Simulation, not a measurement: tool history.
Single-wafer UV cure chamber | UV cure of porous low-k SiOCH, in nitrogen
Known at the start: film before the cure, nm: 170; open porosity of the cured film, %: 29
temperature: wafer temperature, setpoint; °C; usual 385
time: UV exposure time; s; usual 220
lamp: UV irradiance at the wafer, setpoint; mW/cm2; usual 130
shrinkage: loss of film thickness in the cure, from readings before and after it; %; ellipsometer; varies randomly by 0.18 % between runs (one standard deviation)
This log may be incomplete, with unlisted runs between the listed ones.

run	hour	temperature	time	lamp	shrinkage
1	0.0	372	220	130	12.135
2	16.2	372	220	130	12.048
3	50.0	372	220	130	11.927
4	67.1	385	220	130	12.138
5	83.7	385	220	130	11.932
6	106.0	385	220	130	11.988
7	120.2	385	220	130	12.282
8	134.6	385	220	130	11.990
9	167.2	385	220	130	12.076
10	180.3	385	220	130	11.969
11	215.2	385	315	150	14.161
12	317.5	385	315	150	14.110
13	352.8	385	220	130	11.739
# hour 379.2: quartz window cleaned
14	388.7	401	120	106	8.475
# hour 402.0: UV bulbs replaced
15	454.0	385	340	130	16.366
16	471.7	378	290	97	14.001
17	504.2	385	220	130	14.002
18	559.0	385	165	130	12.862
19	578.3	385	220	130	14.357
20	599.3	397	120	130	11.452
21	631.6	385	320	152	16.591
22	648.2	393	275	143	16.267
23	745.8	401	305	96	14.544

Run 24, settings as shown, results not yet in. Your forecast:
24	778.2	395	220	142	?

{"run 24": {"shrinkage": 15.108}}
Were there no unlogged condition in the tool, this run, its random variation unchanged, would have produced shrinkage 15.371 %.
